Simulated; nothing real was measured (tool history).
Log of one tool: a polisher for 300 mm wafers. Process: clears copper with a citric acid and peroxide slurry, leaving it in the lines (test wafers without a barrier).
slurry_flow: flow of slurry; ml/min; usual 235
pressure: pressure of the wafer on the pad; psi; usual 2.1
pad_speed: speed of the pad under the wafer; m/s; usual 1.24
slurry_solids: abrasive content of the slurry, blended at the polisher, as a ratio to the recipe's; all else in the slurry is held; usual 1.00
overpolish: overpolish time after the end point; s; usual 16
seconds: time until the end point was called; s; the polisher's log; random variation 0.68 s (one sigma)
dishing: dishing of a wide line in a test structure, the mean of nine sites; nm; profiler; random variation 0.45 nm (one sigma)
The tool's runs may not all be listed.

run,hour,slurry_flow,pressure,pad_speed,slurry_solids,overpolish,wafers since the last listed run,wafers polished on this pad,hours since the slurry nozzle was cleaned,hours since the head pressure was calibrated,hours since the slurry blender was calibrated,"incoming thickness of the incoming film, nm",seconds,dishing
1,0.0,235,2.1,1.24,1.00,16,0,4147,474.4,37.4,75.7,150.1,64.1,28.3
2,33.0,235,2.3,1.24,1.00,16,377,4525,507.4,70.4,108.7,151.7,59.5,31.3
3,59.9,235,2.1,1.24,1.00,16,307,4833,534.3,97.3,135.6,149.6,65.1,28.3
# hour 105.2: worn pad replaced by a new one
4,126.1,235,2.1,1.24,1.00,16,712,238,600.5,163.5,201.8,150.2,65.8,28.6
5,165.8,235,2.1,1.24,1.00,7,454,693,640.2,203.2,241.5,147.5,64.2,13.1
6,204.6,235,1.8,1.24,1.20,16,444,1137,679.0,242.0,280.3,151.8,72.6,25.8
7,251.8,235,2.1,1.24,1.00,16,540,1677,726.2,289.2,327.5,150.5,63.6,28.4
8,297.8,235,2.6,1.24,1.00,16,526,2204,772.2,335.2,373.5,151.6,53.8,34.8
9,328.8,235,1.4,1.24,1.00,16,354,2559,803.2,366.2,404.5,149.5,94.9,19.7
# hour 362.4: slurry blender recalibrated
10,381.3,235,2.1,1.24,1.00,16,578,3137,855.7,418.7,18.9,147.8,63.1,28.1
11,418.0,235,2.1,1.24,1.00,16,420,3557,892.4,455.4,55.6,151.8,66.5,28.2
12,454.3,235,2.1,1.24,1.25,16,415,3973,928.7,491.7,91.9,152.3,62.2,30.2
13,485.8,160,1.8,1.24,0.85,23,360,4333,960.2,523.2,123.4,151.7,84.3,31.6
# hour 501.4: slurry nozzle cleaned
# hour 584.3: worn pad replaced by a new one
14,593.4,235,2.4,1.24,1.00,16,1174,103,92.0,630.8,231.0,151.3,57.8,32.5
15,646.6,235,2.1,1.24,1.00,7,609,712,145.2,684.0,284.2,148.9,64.8,13.6
16,681.3,235,2.6,1.24,1.15,16,397,1109,179.9,718.7,318.9,149.0,51.0,35.7
# hour 707.8: head pressure recalibrated
17,736.4,235,2.1,1.24,1.00,16,607,1717,235.0,28.6,374.0,149.7,64.7,28.1
18,792.2,235,2.4,1.24,1.00,16,638,2356,290.8,84.4,429.8,150.3,57.6,32.0
# hour 821.5: slurry blender recalibrated
19,822.0,235,2.1,1.24,0.90,16,318,2675,320.6,114.2,0.5,151.1,66.6,27.5
20,872.0,260,2.5,1.24,0.90,16,572,3247,370.6,164.2,50.5,148.4,54.4,32.7
21,940.3,235,2.1,1.24,1.00,16,781,4029,438.9,232.5,118.8,148.0,63.6,28.3
22,974.8,235,2.1,1.24,1.00,16,394,4424,473.4,267.0,153.3,152.7,65.2,29.5
23,1032.3,235,2.1,1.24,1.00,16,658,5082,530.9,324.5,210.8,148.5,63.9,29.0
# hour 1152.2: worn pad replaced by a new one
24,1209.2,300,2.1,0.80,1.00,16,1979,653,707.8,501.4,387.7,148.7,91.3,20.8
25,1250.9,235,2.1,1.24,1.00,16,477,1130,749.5,543.1,429.4,148.7,64.7,27.9
26,1316.4,185,2.1,1.24,1.15,12,749,1880,815.0,608.6,494.9,152.5,65.2,22.5
27,1373.4,160,2.1,1.24,1.00,16,652,2532,872.0,665.6,551.9,149.0,67.6,27.8
# hour 1397.1: slurry blender recalibrated
28,1405.8,235,1.7,1.24,1.00,11,348,2880,904.4,698.0,8.7,150.3,79.9,16.8

Forecast each of these 4 alternatives for the next run:
A,1406.3,235,2.1,1.24,1.00,16,5,2886,904.9,698.5,9.2,149.8,?,?
B,1406.3,210,2.1,1.24,0.90,20,5,2886,904.9,698.5,9.2,149.8,?,?
C,1406.3,235,2.1,1.24,1.00,19,5,2886,904.9,698.5,9.2,149.8,?,?
D,1406.3,235,2.1,1.24,1.00,9,5,2886,904.9,698.5,9.2,149.8,?,?

run,seconds,dishing
A,64.3,28.2
B,66.8,33.2
C,64.3,32.8
D,64.3,16.7
Without the tool's hidden state the same runs would have given:
run,seconds,dishing
A,64.3,28.2
B,66.8,33.2
C,64.3,32.8
D,64.3,16.7

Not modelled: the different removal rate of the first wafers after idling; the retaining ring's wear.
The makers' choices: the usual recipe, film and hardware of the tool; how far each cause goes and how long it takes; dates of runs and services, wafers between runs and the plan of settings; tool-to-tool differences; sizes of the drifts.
